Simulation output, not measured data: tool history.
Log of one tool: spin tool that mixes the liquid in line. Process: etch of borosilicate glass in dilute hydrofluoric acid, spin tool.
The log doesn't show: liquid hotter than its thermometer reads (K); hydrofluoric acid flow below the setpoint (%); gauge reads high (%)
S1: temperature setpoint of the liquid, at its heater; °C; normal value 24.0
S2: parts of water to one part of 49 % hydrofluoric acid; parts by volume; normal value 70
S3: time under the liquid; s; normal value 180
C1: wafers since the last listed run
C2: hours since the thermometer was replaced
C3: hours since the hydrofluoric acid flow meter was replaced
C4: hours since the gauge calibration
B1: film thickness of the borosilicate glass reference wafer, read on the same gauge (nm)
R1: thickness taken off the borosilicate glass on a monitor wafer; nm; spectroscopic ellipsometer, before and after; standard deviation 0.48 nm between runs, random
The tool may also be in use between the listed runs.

{"run": 1, "day": 0.0, "S1": 27.0, "S2": 70, "S3": 180, "C1": 0, "C2": 306.5, "C3": 986.9, "C4": 1460.2, "B1": 47.73, "R1": 53.47}
{"run": 2, "day": 2.45, "S1": 27.0, "S2": 70, "S3": 180, "C1": 276, "C2": 365.3, "C3": 1045.7, "C4": 1519.0, "B1": 47.65, "R1": 52.48}
{"run": 3, "day": 4.638, "S1": 24.0, "S2": 55, "S3": 180, "C1": 246, "C2": 417.8, "C3": 1098.2, "C4": 1571.5, "B1": 47.57, "R1": 59.48}
{"run": 4, "day": 6.733, "S1": 24.0, "S2": 55, "S3": 180, "C1": 236, "C2": 468.1, "C3": 1148.5, "C4": 1621.8, "B1": 47.51, "R1": 59.71}
{"run": 5, "day": 8.15, "S1": 24.0, "S2": 55, "S3": 180, "C1": 159, "C2": 502.1, "C3": 1182.5, "C4": 1655.8, "B1": 47.51, "R1": 61.08}
{"day": 10.567, "done": "thermometer replaced"}
{"run": 6, "day": 11.329, "S1": 24.0, "S2": 70, "S3": 180, "C1": 353, "C2": 18.3, "C3": 1258.8, "C4": 1732.1, "B1": 47.4, "R1": 46.1}
{"run": 7, "day": 12.4, "S1": 24.0, "S2": 70, "S3": 180, "C1": 120, "C2": 44.0, "C3": 1284.5, "C4": 1757.8, "B1": 47.34, "R1": 45.81}
{"run": 8, "day": 13.492, "S1": 24.0, "S2": 70, "S3": 180, "C1": 123, "C2": 70.2, "C3": 1310.7, "C4": 1784.0, "B1": 47.33, "R1": 45.87}
{"run": 9, "day": 16.108, "S1": 24.0, "S2": 95, "S3": 180, "C1": 295, "C2": 133.0, "C3": 1373.5, "C4": 1846.8, "B1": 47.27, "R1": 32.43}
{"run": 10, "day": 17.388, "S1": 24.0, "S2": 95, "S3": 180, "C1": 144, "C2": 163.7, "C3": 1404.2, "C4": 1877.5, "B1": 47.21, "R1": 32.06}
{"run": 11, "day": 18.454, "S1": 24.0, "S2": 70, "S3": 180, "C1": 120, "C2": 189.3, "C3": 1429.8, "C4": 1903.1, "B1": 47.14, "R1": 46.07}
{"run": 12, "day": 20.162, "S1": 24.0, "S2": 70, "S3": 70, "C1": 192, "C2": 230.3, "C3": 1470.8, "C4": 1944.1, "B1": 47.06, "R1": 17.81}
{"day": 22.058, "done": "gauge calibrated"}
{"run": 13, "day": 22.262, "S1": 24.0, "S2": 70, "S3": 180, "C1": 236, "C2": 280.7, "C3": 1521.2, "C4": 4.9, "B1": 49.91, "R1": 49.26}
{"run": 14, "day": 23.996, "S1": 22.5, "S2": 70, "S3": 85, "C1": 195, "C2": 322.3, "C3": 1562.8, "C4": 46.5, "B1": 49.84, "R1": 21.39}
{"run": 15, "day": 26.983, "S1": 22.5, "S2": 70, "S3": 180, "C1": 336, "C2": 394.0, "C3": 1634.5, "C4": 118.2, "B1": 49.76, "R1": 45.54}
{"run": 16, "day": 28.762, "S1": 27.5, "S2": 50, "S3": 120, "C1": 200, "C2": 436.7, "C3": 1677.2, "C4": 160.9, "B1": 49.68, "R1": 53.08}
{"run": 17, "day": 30.154, "S1": 24.0, "S2": 70, "S3": 215, "C1": 156, "C2": 470.1, "C3": 1710.6, "C4": 194.3, "B1": 49.65, "R1": 57.67}
{"day": 30.538, "done": "thermometer replaced"}
{"run": 18, "day": 32.354, "S1": 26.5, "S2": 70, "S3": 90, "C1": 243, "C2": 43.6, "C3": 1763.4, "C4": 247.1, "B1": 49.56, "R1": 26.33}
{"run": 19, "day": 35.054, "S1": 24.0, "S2": 55, "S3": 120, "C1": 304, "C2": 108.4, "C3": 1828.2, "C4": 311.9, "B1": 49.49, "R1": 41.95}

Run 20, settings as shown, results not yet in. Your forecast:
{"day": 35.892, "done": "hydrofluoric acid flow meter replaced"}
{"run": 20, "day": 37.471, "S1": 27.0, "S2": 70, "S3": 180, "C1": 267, "C2": 166.4, "C3": 37.9, "C4": 369.9, "B1": "?", "R1": "?"}

B1: 49.41
R1: 54.49 nm
Had the tool carried no hidden state, the very same run would have given R1 55.14 nm.
